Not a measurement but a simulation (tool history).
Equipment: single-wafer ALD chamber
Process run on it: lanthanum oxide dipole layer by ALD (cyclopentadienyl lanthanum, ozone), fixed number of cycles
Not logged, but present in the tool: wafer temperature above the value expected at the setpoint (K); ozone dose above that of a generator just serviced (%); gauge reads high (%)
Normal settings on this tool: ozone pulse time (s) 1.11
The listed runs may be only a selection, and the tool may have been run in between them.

run,hour,ozone pulse time (s),wafers since the last listed run,hours since the last thermocouple change,hours since the last ozone generator service,hours since the showerhead was replaced,hours since the gauge calibration,"read-back reference wafer on the same gauge, thickness_nm",mean film thickness on the monitor wafer (Å)
1,0.0,1.44,0,1024.7,374.2,5287.1,203.5,0.566,5.43
2,17.6,1.44,202,1042.3,391.8,5304.7,221.1,0.566,5.40
3,34.8,1.11,198,1059.5,409.0,5321.9,238.3,0.566,5.04
4,56.8,1.11,253,1081.5,431.0,5343.9,260.3,0.566,5.05
5,71.5,1.11,169,1096.2,445.7,5358.6,275.0,0.566,5.05
6,105.3,1.22,389,1130.0,479.5,5392.4,308.8,0.566,5.18
7,137.5,1.22,371,1162.2,511.7,5424.6,341.0,0.566,5.17
# hour 186.8: ozone generator serviced
# hour 230.9: gauge calibrated
8,233.7,1.22,1016,1258.4,46.9,5520.8,2.8,0.566,5.23
9,268.4,1.11,399,1293.1,81.6,5555.5,37.5,0.566,5.09
10,304.0,1.11,410,1328.7,117.2,5591.1,73.1,0.566,5.08
11,332.9,1.11,333,1357.6,146.1,5620.0,102.0,0.566,5.06
# hour 358.2: thermocouple changed; heater temperature recalibrated
12,359.5,1.11,214,1.3,172.7,5646.6,128.6,0.566,5.09
13,372.3,1.28,147,14.1,185.5,5659.4,141.4,0.566,5.29
# hour 391.0: showerhead replaced
14,391.5,1.26,129,33.3,204.7,0.5,160.6,0.566,5.28
15,422.9,1.48,361,64.7,236.1,31.9,192.0,0.566,5.46
16,445.5,1.51,260,87.3,258.7,54.5,214.6,0.566,5.46
17,471.9,1.11,304,113.7,285.1,80.9,241.0,0.566,5.07
18,490.0,0.92,208,131.8,303.2,99.0,259.1,0.566,4.68
19,505.1,0.81,174,146.9,318.3,114.1,274.2,0.566,4.38
20,538.3,1.37,382,180.1,351.5,147.3,307.4,0.566,5.36
21,556.0,1.45,204,197.8,369.2,165.0,325.1,0.566,5.42
22,590.7,1.25,399,232.5,403.9,199.7,359.8,0.566,5.21

What if the next run were any one of these 4? Each begins from the tool's condition after run 22:
A,591.1,1.11,4,232.9,404.3,200.1,360.2,?,?
B,591.1,1.23,4,232.9,404.3,200.1,360.2,?,?
C,591.1,0.88,4,232.9,404.3,200.1,360.2,?,?
D,591.1,1.29,4,232.9,404.3,200.1,360.2,?,?

run,"read-back reference wafer on the same gauge, thickness_nm",mean film thickness on the monitor wafer (Å)
A,0.566,5.03
B,0.566,5.20
C,0.566,4.55
D,0.566,5.26
The same runs, with their run-to-run variation unchanged, on a tool lacking any hidden condition would have given:
run,mean film thickness on the monitor wafer (Å)
A,5.08
B,5.24
C,4.61
D,5.30
